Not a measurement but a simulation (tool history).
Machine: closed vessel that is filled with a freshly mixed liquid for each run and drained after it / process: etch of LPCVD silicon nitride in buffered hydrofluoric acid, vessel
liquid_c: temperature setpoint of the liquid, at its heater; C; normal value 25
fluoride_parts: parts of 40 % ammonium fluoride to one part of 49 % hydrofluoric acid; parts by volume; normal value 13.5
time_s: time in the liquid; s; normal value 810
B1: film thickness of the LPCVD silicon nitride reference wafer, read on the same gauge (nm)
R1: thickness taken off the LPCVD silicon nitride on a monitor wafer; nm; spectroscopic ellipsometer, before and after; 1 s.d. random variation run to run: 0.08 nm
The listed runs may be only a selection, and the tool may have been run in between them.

{"run": 1, "hour": 0.0, "liquid_c": 25, "fluoride_parts": 13.5, "time_s": 810, "B1": 110, "R1": 8.43}
{"run": 2, "hour": 57.2, "liquid_c": 25, "fluoride_parts": 13.5, "time_s": 810, "B1": 110, "R1": 8.45}
{"run": 3, "hour": 138.0, "liquid_c": 25, "fluoride_parts": 13.5, "time_s": 810, "B1": 109.98, "R1": 8.45}
{"run": 4, "hour": 238.0, "liquid_c": 25, "fluoride_parts": 13.5, "time_s": 975, "B1": 110, "R1": 9.96}
{"hour": 247.5, "done": "hydrofluoric acid flow meter replaced"}
{"run": 5, "hour": 317.3, "liquid_c": 25, "fluoride_parts": 13.5, "time_s": 1110, "B1": 110.01, "R1": 11.59}
{"run": 6, "hour": 416.2, "liquid_c": 25, "fluoride_parts": 13.5, "time_s": 1110, "B1": 109.98, "R1": 11.37}
{"run": 7, "hour": 497.3, "liquid_c": 25, "fluoride_parts": 11, "time_s": 810, "B1": 110, "R1": 10.08}
{"run": 8, "hour": 588.4, "liquid_c": 25, "fluoride_parts": 11, "time_s": 810, "B1": 110, "R1": 9.98}
{"run": 9, "hour": 647.8, "liquid_c": 25, "fluoride_parts": 13.5, "time_s": 810, "B1": 110, "R1": 8.24}
{"run": 10, "hour": 726.4, "liquid_c": 25, "fluoride_parts": 13.5, "time_s": 810, "B1": 110, "R1": 8.2}
{"run": 11, "hour": 773.6, "liquid_c": 24, "fluoride_parts": 13.5, "time_s": 810, "B1": 110, "R1": 7.71}
{"hour": 794.4, "done": "hydrofluoric acid flow meter replaced"}
{"run": 12, "hour": 840.9, "liquid_c": 24, "fluoride_parts": 13.5, "time_s": 810, "B1": 110.01, "R1": 7.71}
{"run": 13, "hour": 923.2, "liquid_c": 25, "fluoride_parts": 13.5, "time_s": 810, "B1": 110, "R1": 8.05}
{"hour": 1002.4, "done": "thermometer replaced"}
{"run": 14, "hour": 1020.6, "liquid_c": 25, "fluoride_parts": 13.5, "time_s": 810, "B1": 109.97, "R1": 9.1}
{"hour": 1038.5, "done": "gauge calibrated"}
{"run": 15, "hour": 1106.7, "liquid_c": 25, "fluoride_parts": 13.5, "time_s": 810, "B1": 110.01, "R1": 9.03}
{"run": 16, "hour": 1155.9, "liquid_c": 25, "fluoride_parts": 15, "time_s": 485, "B1": 109.99, "R1": 4.74}
{"run": 17, "hour": 1211.0, "liquid_c": 25, "fluoride_parts": 10, "time_s": 810, "B1": 110.01, "R1": 11.88}
{"run": 18, "hour": 1274.0, "liquid_c": 25, "fluoride_parts": 13.5, "time_s": 810, "B1": 110.01, "R1": 8.98}
{"run": 19, "hour": 1328.2, "liquid_c": 22, "fluoride_parts": 10, "time_s": 1070, "B1": 110.01, "R1": 13.22}
{"hour": 1384.2, "done": "hydrofluoric acid flow meter replaced"}
{"run": 20, "hour": 1427.7, "liquid_c": 25, "fluoride_parts": 11, "time_s": 1075, "B1": 110.01, "R1": 14.39}
{"run": 21, "hour": 1487.9, "liquid_c": 28.5, "fluoride_parts": 13.5, "time_s": 415, "B1": 109.98, "R1": 5.41}
{"run": 22, "hour": 1575.9, "liquid_c": 27.5, "fluoride_parts": 18.5, "time_s": 810, "B1": 110.01, "R1": 7.21}
{"run": 23, "hour": 1661.6, "liquid_c": 25, "fluoride_parts": 18.5, "time_s": 995, "B1": 109.99, "R1": 7.96}
{"run": 24, "hour": 1769.5, "liquid_c": 28, "fluoride_parts": 13.5, "time_s": 1095, "B1": 110, "R1": 13.87}
{"hour": 1836.3, "done": "hydrofluoric acid flow meter replaced"}
{"run": 25, "hour": 1867.5, "liquid_c": 25, "fluoride_parts": 13.5, "time_s": 810, "B1": 110.01, "R1": 8.6}
{"run": 26, "hour": 1931.1, "liquid_c": 28.5, "fluoride_parts": 18, "time_s": 405, "B1": 110, "R1": 3.91}
{"run": 27, "hour": 1990.5, "liquid_c": 25, "fluoride_parts": 18, "time_s": 1215, "B1": 109.98, "R1": 9.72}
{"run": 28, "hour": 2035.4, "liquid_c": 27, "fluoride_parts": 13.5, "time_s": 810, "B1": 110.01, "R1": 9.52}
{"run": 29, "hour": 2082.3, "liquid_c": 25, "fluoride_parts": 18, "time_s": 490, "B1": 110, "R1": 3.9}
{"run": 30, "hour": 2144.2, "liquid_c": 28, "fluoride_parts": 13.5, "time_s": 1095, "B1": 109.99, "R1": 13.62}
{"run": 31, "hour": 2195.5, "liquid_c": 25, "fluoride_parts": 13.5, "time_s": 810, "B1": 110.02, "R1": 8.37}
{"run": 32, "hour": 2253.0, "liquid_c": 29.5, "fluoride_parts": 11.5, "time_s": 1125, "B1": 110, "R1": 17.31}

Run-by-run hidden state of the tool:
hydrofluoric acid flow below the setpoint (%): 0 on each run
gauge reads high (%): 0 on each run
H1: liquid colder than its thermometer reads (K)
run=1 H1=1.21
run=2 H1=1.27
run=3 H1=1.34
run=4 H1=1.43
run=5 H1=1.5
run=6 H1=1.59
run=7 H1=1.66
run=8 H1=1.74
run=9 H1=1.8
run=10 H1=1.87
run=11 H1=1.91
run=12 H1=1.97
run=13 H1=2.04
run=14 H1=0.0476
run=15 H1=0.125
run=16 H1=0.169
run=17 H1=0.219
run=18 H1=0.276
run=19 H1=0.324
run=20 H1=0.414
run=21 H1=0.468
run=22 H1=0.547
run=23 H1=0.624
run=24 H1=0.722
run=25 H1=0.81
run=26 H1=0.867
run=27 H1=0.92
run=28 H1=0.961
run=29 H1=1
run=30 H1=1.06
run=31 H1=1.1
run=32 H1=1.16
